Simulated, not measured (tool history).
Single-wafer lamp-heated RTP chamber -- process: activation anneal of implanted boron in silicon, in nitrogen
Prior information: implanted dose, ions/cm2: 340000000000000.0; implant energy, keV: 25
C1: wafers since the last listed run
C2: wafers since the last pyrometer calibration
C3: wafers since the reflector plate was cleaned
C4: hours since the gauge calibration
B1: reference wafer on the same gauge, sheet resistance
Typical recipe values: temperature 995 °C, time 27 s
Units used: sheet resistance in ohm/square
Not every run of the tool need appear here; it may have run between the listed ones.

{"run": 1, "hour": 0.0, "temperature": 995, "time": 27, "C1": 0, "C2": 79, "C3": 4969, "C4": 1465.7, "B1": 275.67, "sheet resistance": 297.99}
{"run": 2, "hour": 69.2, "temperature": 995, "time": 27, "C1": 955, "C2": 1035, "C3": 5925, "C4": 1534.9, "B1": 276.13, "sheet resistance": 296.44}
{"run": 3, "hour": 130.4, "temperature": 995, "time": 27, "C1": 845, "C2": 1880, "C3": 6770, "C4": 1596.1, "B1": 276.06, "sheet resistance": 295.31}
{"run": 4, "hour": 155.0, "temperature": 995, "time": 27, "C1": 339, "C2": 2219, "C3": 7109, "C4": 1620.7, "B1": 276.12, "sheet resistance": 296.68}
{"run": 5, "hour": 264.2, "temperature": 995, "time": 27, "C1": 1507, "C2": 3727, "C3": 8617, "C4": 1729.9, "B1": 276.02, "sheet resistance": 294.79}
{"run": 6, "hour": 322.9, "temperature": 995, "time": 27, "C1": 810, "C2": 4538, "C3": 9428, "C4": 1788.6, "B1": 275.85, "sheet resistance": 295.22}
{"hour": 360.0, "done": "reflector plate cleaned"}
{"run": 7, "hour": 411.6, "temperature": 995, "time": 27, "C1": 1114, "C2": 5652, "C3": 712, "C4": 1877.3, "B1": 276.26, "sheet resistance": 294.68}
{"run": 8, "hour": 438.6, "temperature": 995, "time": 27, "C1": 372, "C2": 6025, "C3": 1085, "C4": 1904.3, "B1": 276.04, "sheet resistance": 293.86}
{"hour": 450.3, "done": "pyrometer window cleaned and pyrometer calibrated"}
{"run": 9, "hour": 475.4, "temperature": 995, "time": 20, "C1": 397, "C2": 346, "C3": 1483, "C4": 1941.1, "B1": 275.89, "sheet resistance": 299.25}
{"run": 10, "hour": 508.3, "temperature": 995, "time": 20, "C1": 454, "C2": 800, "C3": 1937, "C4": 1974.0, "B1": 275.72, "sheet resistance": 298.24}
{"run": 11, "hour": 541.0, "temperature": 1018, "time": 27, "C1": 451, "C2": 1252, "C3": 2388, "C4": 2006.7, "B1": 276.04, "sheet resistance": 290.27}
{"run": 12, "hour": 567.2, "temperature": 995, "time": 27, "C1": 361, "C2": 1614, "C3": 2750, "C4": 2032.9, "B1": 275.87, "sheet resistance": 297.9}
{"run": 13, "hour": 624.5, "temperature": 995, "time": 27, "C1": 791, "C2": 2405, "C3": 3541, "C4": 2090.2, "B1": 275.7, "sheet resistance": 295.65}
{"run": 14, "hour": 680.5, "temperature": 995, "time": 27, "C1": 773, "C2": 3178, "C3": 4315, "C4": 2146.2, "B1": 275.99, "sheet resistance": 296.59}
{"hour": 720.6, "done": "gauge calibrated"}
{"run": 15, "hour": 723.1, "temperature": 995, "time": 27, "C1": 588, "C2": 3766, "C3": 4903, "C4": 2.5, "B1": 276.05, "sheet resistance": 295.18}
{"run": 16, "hour": 773.0, "temperature": 1023, "time": 43, "C1": 689, "C2": 4455, "C3": 5592, "C4": 52.4, "B1": 276.15, "sheet resistance": 287.68}
{"run": 17, "hour": 803.9, "temperature": 970, "time": 13, "C1": 426, "C2": 4882, "C3": 6019, "C4": 83.3, "B1": 276.11, "sheet resistance": 316.96}
{"run": 18, "hour": 840.8, "temperature": 995, "time": 33, "C1": 509, "C2": 5392, "C3": 6528, "C4": 120.2, "B1": 275.66, "sheet resistance": 295.01}
{"run": 19, "hour": 870.2, "temperature": 995, "time": 27, "C1": 405, "C2": 5798, "C3": 6934, "C4": 149.6, "B1": 275.61, "sheet resistance": 293.95}
{"run": 20, "hour": 902.7, "temperature": 995, "time": 27, "C1": 448, "C2": 6246, "C3": 7383, "C4": 182.1, "B1": 276.05, "sheet resistance": 293.92}
{"run": 21, "hour": 940.7, "temperature": 985, "time": 39, "C1": 524, "C2": 6771, "C3": 7908, "C4": 220.1, "B1": 275.87, "sheet resistance": 295.45}
{"hour": 955.7, "done": "pyrometer window cleaned and pyrometer calibrated"}
{"run": 22, "hour": 994.6, "temperature": 1011, "time": 33, "C1": 633, "C2": 537, "C3": 8541, "C4": 274.0, "B1": 276.09, "sheet resistance": 292.13}
{"hour": 1016.1, "done": "reflector plate cleaned"}
{"run": 23, "hour": 1168.6, "temperature": 978, "time": 40, "C1": 2292, "C2": 2829, "C3": 2105, "C4": 448.0, "B1": 275.75, "sheet resistance": 303.32}
{"run": 24, "hour": 1223.9, "temperature": 995, "time": 27, "C1": 763, "C2": 3593, "C3": 2869, "C4": 503.3, "B1": 276.17, "sheet resistance": 294.5}
{"run": 25, "hour": 1250.8, "temperature": 995, "time": 15, "C1": 371, "C2": 3964, "C3": 3240, "C4": 530.2, "B1": 275.67, "sheet resistance": 298.46}
{"run": 26, "hour": 1293.6, "temperature": 982, "time": 27, "C1": 590, "C2": 4555, "C3": 3831, "C4": 573.0, "B1": 275.56, "sheet resistance": 299.85}
{"run": 27, "hour": 1364.6, "temperature": 984, "time": 27, "C1": 980, "C2": 5535, "C3": 4812, "C4": 644.0, "B1": 275.94, "sheet resistance": 298.07}
{"hour": 1393.0, "done": "pyrometer window cleaned and pyrometer calibrated"}
{"run": 28, "hour": 1429.2, "temperature": 1015, "time": 32, "C1": 781, "C2": 499, "C3": 5593, "C4": 708.6, "B1": 275.97, "sheet resistance": 292.11}
{"run": 29, "hour": 1483.6, "temperature": 970, "time": 15, "C1": 751, "C2": 1250, "C3": 6344, "C4": 763.0, "B1": 276.06, "sheet resistance": 325.88}
{"run": 30, "hour": 1509.1, "temperature": 970, "time": 27, "C1": 352, "C2": 1602, "C3": 6697, "C4": 788.5, "B1": 276.38, "sheet resistance": 315.71}
{"run": 31, "hour": 1577.3, "temperature": 995, "time": 37, "C1": 941, "C2": 2544, "C3": 7638, "C4": 856.7, "B1": 276.13, "sheet resistance": 294.26}
{"run": 32, "hour": 1637.3, "temperature": 967, "time": 34, "C1": 828, "C2": 3372, "C3": 8467, "C4": 916.7, "B1": 276.07, "sheet resistance": 314.14}
{"hour": 1717.8, "done": "reflector plate cleaned"}
{"hour": 1823.7, "done": "pyrometer window cleaned and pyrometer calibrated"}
{"run": 33, "hour": 1824.2, "temperature": 1015, "time": 38, "C1": 2359, "C2": 6, "C3": 1358, "C4": 1103.6, "B1": 275.78, "sheet resistance": 291.38}
{"run": 34, "hour": 1894.3, "temperature": 995, "time": 27, "C1": 967, "C2": 974, "C3": 2326, "C4": 1173.7, "B1": 276.03, "sheet resistance": 297.86}
{"run": 35, "hour": 1958.7, "temperature": 1021, "time": 21, "C1": 889, "C2": 1863, "C3": 3216, "C4": 1238.1, "B1": 276.02, "sheet resistance": 291.83}
{"run": 36, "hour": 2023.9, "temperature": 1019, "time": 15, "C1": 900, "C2": 2764, "C3": 4116, "C4": 1303.3, "B1": 275.91, "sheet resistance": 294.15}

4 ways to go on from here, each from the tool as it stands after run 36. What would each give?
{"run": "A", "hour": 2024.3, "temperature": 995, "time": 27, "C1": 5, "C2": 2769, "C3": 4121, "C4": 1303.7, "B1": "?", "sheet resistance": "?"}
{"run": "B", "hour": 2024.3, "temperature": 974, "time": 22, "C1": 5, "C2": 2769, "C3": 4121, "C4": 1303.7, "B1": "?", "sheet resistance": "?"}
{"run": "C", "hour": 2024.3, "temperature": 995, "time": 34, "C1": 5, "C2": 2769, "C3": 4121, "C4": 1303.7, "B1": "?", "sheet resistance": "?"}
{"run": "D", "hour": 2024.3, "temperature": 1013, "time": 23, "C1": 5, "C2": 2769, "C3": 4121, "C4": 1303.7, "B1": "?", "sheet resistance": "?"}

run=A B1=276.10 sheet_resistance=297.06
run=B B1=276.10 sheet_resistance=312.37
run=C B1=276.10 sheet_resistance=296.18
run=D B1=276.10 sheet_resistance=293.19
Stripped of hidden state, with their random variation kept, the same runs would have yielded:
run=A sheet_resistance=299.36
run=B sheet_resistance=318.98
run=C sheet_resistance=298.29
run=D sheet_resistance=294.14
